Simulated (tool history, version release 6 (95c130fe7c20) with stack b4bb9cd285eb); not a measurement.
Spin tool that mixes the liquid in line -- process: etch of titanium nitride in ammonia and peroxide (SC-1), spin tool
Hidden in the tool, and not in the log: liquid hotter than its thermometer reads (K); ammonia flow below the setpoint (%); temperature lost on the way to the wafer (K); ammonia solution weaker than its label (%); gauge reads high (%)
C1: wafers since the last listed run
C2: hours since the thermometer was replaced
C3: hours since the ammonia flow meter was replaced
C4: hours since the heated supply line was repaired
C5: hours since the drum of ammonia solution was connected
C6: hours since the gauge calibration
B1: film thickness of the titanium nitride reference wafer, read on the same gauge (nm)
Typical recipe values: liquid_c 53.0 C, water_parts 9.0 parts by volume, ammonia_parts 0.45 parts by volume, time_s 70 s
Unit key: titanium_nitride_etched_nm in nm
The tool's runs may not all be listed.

{"run": 1, "hour": 0.0, "liquid_c": 53.0, "water_parts": 9.0, "ammonia_parts": 0.45, "time_s": 70, "C1": 0, "C2": 2096.3, "C3": 481.9, "C4": 2134.6, "C5": 701.3, "C6": 1968.8, "B1": 49.98, "titanium_nitride_etched_nm": 6.4}
{"run": 2, "hour": 86.8, "liquid_c": 53.0, "water_parts": 9.0, "ammonia_parts": 0.45, "time_s": 70, "C1": 732, "C2": 2183.1, "C3": 568.7, "C4": 2221.4, "C5": 788.1, "C6": 2055.6, "B1": 50.0, "titanium_nitride_etched_nm": 6.37}
{"run": 3, "hour": 181.7, "liquid_c": 53.0, "water_parts": 5.5, "ammonia_parts": 0.45, "time_s": 70, "C1": 800, "C2": 2278.0, "C3": 663.6, "C4": 2316.3, "C5": 883.0, "C6": 2150.5, "B1": 49.95, "titanium_nitride_etched_nm": 8.17}
{"run": 4, "hour": 275.4, "liquid_c": 53.0, "water_parts": 5.5, "ammonia_parts": 0.45, "time_s": 70, "C1": 790, "C2": 2371.7, "C3": 757.3, "C4": 2410.0, "C5": 976.7, "C6": 2244.2, "B1": 49.99, "titanium_nitride_etched_nm": 8.14}
{"hour": 341.7, "done": "new drum of ammonia solution connected"}
{"run": 5, "hour": 348.7, "liquid_c": 53.0, "water_parts": 5.5, "ammonia_parts": 0.45, "time_s": 70, "C1": 609, "C2": 2445.0, "C3": 830.6, "C4": 2483.3, "C5": 7.0, "C6": 2317.5, "B1": 50.02, "titanium_nitride_etched_nm": 8.31}
{"hour": 419.9, "done": "thermometer replaced"}
{"run": 6, "hour": 441.9, "liquid_c": 53.0, "water_parts": 9.0, "ammonia_parts": 0.45, "time_s": 45, "C1": 777, "C2": 22.0, "C3": 923.8, "C4": 2576.5, "C5": 100.2, "C6": 2410.7, "B1": 50.02, "titanium_nitride_etched_nm": 4.09}
{"run": 7, "hour": 512.6, "liquid_c": 53.0, "water_parts": 11.5, "ammonia_parts": 0.45, "time_s": 70, "C1": 596, "C2": 92.7, "C3": 994.5, "C4": 2647.2, "C5": 170.9, "C6": 2481.4, "B1": 49.95, "titanium_nitride_etched_nm": 5.63}
{"run": 8, "hour": 617.2, "liquid_c": 53.0, "water_parts": 11.5, "ammonia_parts": 0.45, "time_s": 70, "C1": 882, "C2": 197.3, "C3": 1099.1, "C4": 2751.8, "C5": 275.5, "C6": 2586.0, "B1": 49.97, "titanium_nitride_etched_nm": 5.58}
{"run": 9, "hour": 703.8, "liquid_c": 53.0, "water_parts": 11.5, "ammonia_parts": 0.45, "time_s": 70, "C1": 730, "C2": 283.9, "C3": 1185.7, "C4": 2838.4, "C5": 362.1, "C6": 2672.6, "B1": 50.0, "titanium_nitride_etched_nm": 5.6}
{"run": 10, "hour": 750.9, "liquid_c": 49.5, "water_parts": 9.0, "ammonia_parts": 0.45, "time_s": 70, "C1": 397, "C2": 331.0, "C3": 1232.8, "C4": 2885.5, "C5": 409.2, "C6": 2719.7, "B1": 50.04, "titanium_nitride_etched_nm": 4.98}
{"hour": 767.1, "done": "gauge calibrated"}
{"run": 11, "hour": 844.1, "liquid_c": 53.0, "water_parts": 9.0, "ammonia_parts": 0.45, "time_s": 70, "C1": 786, "C2": 424.2, "C3": 1326.0, "C4": 2978.7, "C5": 502.4, "C6": 77.0, "B1": 50.0, "titanium_nitride_etched_nm": 6.35}
{"run": 12, "hour": 1112.6, "liquid_c": 53.0, "water_parts": 9.0, "ammonia_parts": 0.45, "time_s": 70, "C1": 2264, "C2": 692.7, "C3": 1594.5, "C4": 3247.2, "C5": 770.9, "C6": 345.5, "B1": 49.97, "titanium_nitride_etched_nm": 6.29}
{"hour": 1172.0, "done": "new drum of ammonia solution connected"}
{"run": 13, "hour": 1191.0, "liquid_c": 53.0, "water_parts": 12.5, "ammonia_parts": 0.3, "time_s": 35, "C1": 652, "C2": 771.1, "C3": 1672.9, "C4": 3325.6, "C5": 19.0, "C6": 423.9, "B1": 50.0, "titanium_nitride_etched_nm": 2.5}
{"hour": 1219.8, "done": "ammonia flow meter replaced"}
{"run": 14, "hour": 1266.6, "liquid_c": 48.5, "water_parts": 9.0, "ammonia_parts": 0.65, "time_s": 95, "C1": 629, "C2": 846.7, "C3": 46.8, "C4": 3401.2, "C5": 94.6, "C6": 499.5, "B1": 49.98, "titanium_nitride_etched_nm": 6.75}
{"hour": 1294.5, "done": "heated supply line repaired"}
{"run": 15, "hour": 1371.0, "liquid_c": 53.0, "water_parts": 9.0, "ammonia_parts": 0.45, "time_s": 70, "C1": 872, "C2": 951.1, "C3": 151.2, "C4": 76.5, "C5": 199.0, "C6": 603.9, "B1": 50.02, "titanium_nitride_etched_nm": 6.37}
{"run": 16, "hour": 1458.1, "liquid_c": 43.5, "water_parts": 6.5, "ammonia_parts": 0.45, "time_s": 90, "C1": 734, "C2": 1038.2, "C3": 238.3, "C4": 163.6, "C5": 286.1, "C6": 691.0, "B1": 49.99, "titanium_nitride_etched_nm": 5.01}
{"run": 17, "hour": 1741.4, "liquid_c": 53.0, "water_parts": 9.0, "ammonia_parts": 0.45, "time_s": 100, "C1": 2389, "C2": 1321.5, "C3": 521.6, "C4": 446.9, "C5": 569.4, "C6": 974.3, "B1": 50.02, "titanium_nitride_etched_nm": 9.06}
{"run": 18, "hour": 1793.0, "liquid_c": 53.0, "water_parts": 13.5, "ammonia_parts": 0.25, "time_s": 70, "C1": 435, "C2": 1373.1, "C3": 573.2, "C4": 498.5, "C5": 621.0, "C6": 1025.9, "B1": 50.03, "titanium_nitride_etched_nm": 4.6}
{"run": 19, "hour": 1867.8, "liquid_c": 53.0, "water_parts": 5.0, "ammonia_parts": 0.45, "time_s": 105, "C1": 630, "C2": 1447.9, "C3": 648.0, "C4": 573.3, "C5": 695.8, "C6": 1100.7, "B1": 49.96, "titanium_nitride_etched_nm": 12.77}
{"run": 20, "hour": 1951.6, "liquid_c": 53.0, "water_parts": 6.5, "ammonia_parts": 0.45, "time_s": 105, "C1": 706, "C2": 1531.7, "C3": 731.8, "C4": 657.1, "C5": 779.6, "C6": 1184.5, "B1": 49.96, "titanium_nitride_etched_nm": 11.29}
{"run": 21, "hour": 2020.2, "liquid_c": 53.0, "water_parts": 9.0, "ammonia_parts": 0.45, "time_s": 70, "C1": 578, "C2": 1600.3, "C3": 800.4, "C4": 725.7, "C5": 848.2, "C6": 1253.1, "B1": 50.04, "titanium_nitride_etched_nm": 6.36}
{"run": 22, "hour": 2068.3, "liquid_c": 53.0, "water_parts": 9.0, "ammonia_parts": 0.45, "time_s": 70, "C1": 405, "C2": 1648.4, "C3": 848.5, "C4": 773.8, "C5": 896.3, "C6": 1301.2, "B1": 50.0, "titanium_nitride_etched_nm": 6.29}
{"hour": 2140.7, "done": "new drum of ammonia solution connected"}
{"run": 23, "hour": 2187.0, "liquid_c": 53.0, "water_parts": 9.0, "ammonia_parts": 0.45, "time_s": 70, "C1": 992, "C2": 1767.1, "C3": 967.2, "C4": 892.5, "C5": 46.3, "C6": 1419.9, "B1": 50.0, "titanium_nitride_etched_nm": 6.52}
{"run": 24, "hour": 2286.9, "liquid_c": 47.5, "water_parts": 5.5, "ammonia_parts": 0.3, "time_s": 40, "C1": 842, "C2": 1867.0, "C3": 1067.1, "C4": 992.4, "C5": 146.2, "C6": 1519.8, "B1": 49.98, "titanium_nitride_etched_nm": 3.02}

Take each entry between the runs: how does the hidden state at the last listed run before it differ from the hidden state at the first listed run after it?
From run 4 to run 5: new drum of ammonia solution connected (hour 341.7)
  liquid hotter than its thermometer reads (K): 0.306 -> 0.315; ammonia solution weaker than its label (%): 13.9 -> 0.217
  difference, measured minus the result without the unlogged condition, titanium_nitride_etched_nm: -0.03 -> +0.17 nm
From run 5 to run 6: thermometer replaced (hour 419.9)
  liquid hotter than its thermometer reads (K): 0.315 -> 0.0286; ammonia solution weaker than its label (%): 0.217 -> 1.42
  difference, measured minus the result without the unlogged condition, titanium_nitride_etched_nm: +0.17 -> +0.00 nm
From run 10 to run 11: gauge calibrated (hour 767.1)
  liquid hotter than its thermometer reads (K): 0.0672 -> 0.0788; ammonia solution weaker than its label (%): 5.41 -> 6.61
  difference, measured minus the result without the unlogged condition, titanium_nitride_etched_nm: -0.02 -> -0.04 nm
From run 12 to run 13: new drum of ammonia solution connected (hour 1172.0)
  liquid hotter than its thermometer reads (K): 0.112 -> 0.122; ammonia solution weaker than its label (%): 10.1 -> 1.3
  difference, measured minus the result without the unlogged condition, titanium_nitride_etched_nm: -0.07 -> +0.01 nm
From run 13 to run 14: ammonia flow meter replaced (hour 1219.8)
  liquid hotter than its thermometer reads (K): 0.122 -> 0.132; ammonia solution weaker than its label (%): 1.3 -> 2.28
  difference, measured minus the result without the unlogged condition, titanium_nitride_etched_nm: +0.01 -> +0.03 nm
From run 14 to run 15: heated supply line repaired (hour 1294.5)
  liquid hotter than its thermometer reads (K): 0.132 -> 0.145; ammonia solution weaker than its label (%): 2.28 -> 3.63
  difference, measured minus the result without the unlogged condition, titanium_nitride_etched_nm: +0.03 -> +0.02 nm
From run 22 to run 23: new drum of ammonia solution connected (hour 2140.7)
  liquid hotter than its thermometer reads (K): 0.232 -> 0.247; ammonia solution weaker than its label (%): 12.6 -> 1.65
  difference, measured minus the result without the unlogged condition, titanium_nitride_etched_nm: -0.05 -> +0.09 nm
